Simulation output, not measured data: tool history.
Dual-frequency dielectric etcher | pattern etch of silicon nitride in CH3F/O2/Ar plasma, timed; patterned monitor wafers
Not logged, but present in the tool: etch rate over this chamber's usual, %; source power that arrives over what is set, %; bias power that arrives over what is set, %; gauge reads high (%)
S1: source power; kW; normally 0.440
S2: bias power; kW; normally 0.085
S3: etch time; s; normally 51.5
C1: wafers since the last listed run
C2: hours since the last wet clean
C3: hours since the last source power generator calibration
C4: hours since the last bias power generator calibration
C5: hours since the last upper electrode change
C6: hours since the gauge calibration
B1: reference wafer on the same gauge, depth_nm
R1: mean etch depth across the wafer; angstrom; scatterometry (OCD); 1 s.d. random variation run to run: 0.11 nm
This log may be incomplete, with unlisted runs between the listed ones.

{"run": 1, "hour": 0.0, "S1": 0.44, "S2": 0.085, "S3": 51.5, "C1": 0, "C2": 22.6, "C3": 1775.7, "C4": 2894.1, "C5": 3175.5, "C6": 1303.0, "B1": 37.68, "R1": 405.0}
{"run": 2, "hour": 41.9, "S1": 0.44, "S2": 0.085, "S3": 51.5, "C1": 542, "C2": 64.5, "C3": 1817.6, "C4": 2936.0, "C5": 3217.4, "C6": 1344.9, "B1": 37.7, "R1": 403.5}
{"run": 3, "hour": 113.8, "S1": 0.44, "S2": 0.085, "S3": 51.5, "C1": 931, "C2": 136.4, "C3": 1889.5, "C4": 3007.9, "C5": 3289.3, "C6": 1416.8, "B1": 37.71, "R1": 401.7}
{"run": 4, "hour": 185.0, "S1": 0.44, "S2": 0.085, "S3": 51.5, "C1": 922, "C2": 207.6, "C3": 1960.7, "C4": 3079.1, "C5": 3360.5, "C6": 1488.0, "B1": 37.73, "R1": 401.6}
{"run": 5, "hour": 227.7, "S1": 0.39, "S2": 0.085, "S3": 51.5, "C1": 553, "C2": 250.3, "C3": 2003.4, "C4": 3121.8, "C5": 3403.2, "C6": 1530.7, "B1": 37.72, "R1": 389.0}
{"run": 6, "hour": 257.9, "S1": 0.44, "S2": 0.085, "S3": 51.5, "C1": 391, "C2": 280.5, "C3": 2033.6, "C4": 3152.0, "C5": 3433.4, "C6": 1560.9, "B1": 37.72, "R1": 404.5}
{"run": 7, "hour": 319.4, "S1": 0.44, "S2": 0.085, "S3": 51.5, "C1": 796, "C2": 342.0, "C3": 2095.1, "C4": 3213.5, "C5": 3494.9, "C6": 1622.4, "B1": 37.66, "R1": 403.6}
{"run": 8, "hour": 349.8, "S1": 0.44, "S2": 0.085, "S3": 51.5, "C1": 393, "C2": 372.4, "C3": 2125.5, "C4": 3243.9, "C5": 3525.3, "C6": 1652.8, "B1": 37.72, "R1": 405.1}
{"run": 9, "hour": 410.2, "S1": 0.44, "S2": 0.085, "S3": 51.5, "C1": 782, "C2": 432.8, "C3": 2185.9, "C4": 3304.3, "C5": 3585.7, "C6": 1713.2, "B1": 37.72, "R1": 404.2}
{"run": 10, "hour": 461.4, "S1": 0.44, "S2": 0.085, "S3": 51.5, "C1": 663, "C2": 484.0, "C3": 2237.1, "C4": 3355.5, "C5": 3636.9, "C6": 1764.4, "B1": 37.71, "R1": 402.4}
{"hour": 529.6, "done": "source power generator calibrated"}
{"hour": 531.9, "done": "bias power generator calibrated"}
{"hour": 587.5, "done": "gauge calibrated"}
{"hour": 590.0, "done": "wet clean of the chamber"}
{"run": 11, "hour": 590.5, "S1": 0.44, "S2": 0.085, "S3": 51.5, "C1": 1279, "C2": 0.5, "C3": 60.9, "C4": 58.6, "C5": 3766.0, "C6": 3.0, "B1": 37.66, "R1": 404.5}
{"run": 12, "hour": 642.4, "S1": 0.44, "S2": 0.085, "S3": 51.5, "C1": 672, "C2": 52.4, "C3": 112.8, "C4": 110.5, "C5": 3817.9, "C6": 54.9, "B1": 37.71, "R1": 405.7}
{"run": 13, "hour": 684.6, "S1": 0.44, "S2": 0.085, "S3": 51.5, "C1": 546, "C2": 94.6, "C3": 155.0, "C4": 152.7, "C5": 3860.1, "C6": 97.1, "B1": 37.67, "R1": 405.4}
{"run": 14, "hour": 712.3, "S1": 0.44, "S2": 0.065, "S3": 64.5, "C1": 358, "C2": 122.3, "C3": 182.7, "C4": 180.4, "C5": 3887.8, "C6": 124.8, "B1": 37.63, "R1": 466.0}
{"run": 15, "hour": 781.2, "S1": 0.52, "S2": 0.085, "S3": 51.5, "C1": 892, "C2": 191.2, "C3": 251.6, "C4": 249.3, "C5": 3956.7, "C6": 193.7, "B1": 37.74, "R1": 428.7}
{"run": 16, "hour": 814.2, "S1": 0.44, "S2": 0.067, "S3": 47.0, "C1": 427, "C2": 224.2, "C3": 284.6, "C4": 282.3, "C5": 3989.7, "C6": 226.7, "B1": 37.67, "R1": 343.9}
{"run": 17, "hour": 890.2, "S1": 0.44, "S2": 0.085, "S3": 51.5, "C1": 984, "C2": 300.2, "C3": 360.6, "C4": 358.3, "C5": 4065.7, "C6": 302.7, "B1": 37.67, "R1": 407.0}

What does the tool deliver on the next run?
{"run": 18, "hour": 921.5, "S1": 0.5, "S2": 0.076, "S3": 46.0, "C1": 405, "C2": 331.5, "C3": 391.9, "C4": 389.6, "C5": 4097.0, "C6": 334.0, "B1": "?", "R1": "?"}

{"run 18": {"B1": 37.71, "R1": 365.4}}
On a tool with no hidden condition, and with the same random variation, this run would have come out at R1 362.9 angstrom.

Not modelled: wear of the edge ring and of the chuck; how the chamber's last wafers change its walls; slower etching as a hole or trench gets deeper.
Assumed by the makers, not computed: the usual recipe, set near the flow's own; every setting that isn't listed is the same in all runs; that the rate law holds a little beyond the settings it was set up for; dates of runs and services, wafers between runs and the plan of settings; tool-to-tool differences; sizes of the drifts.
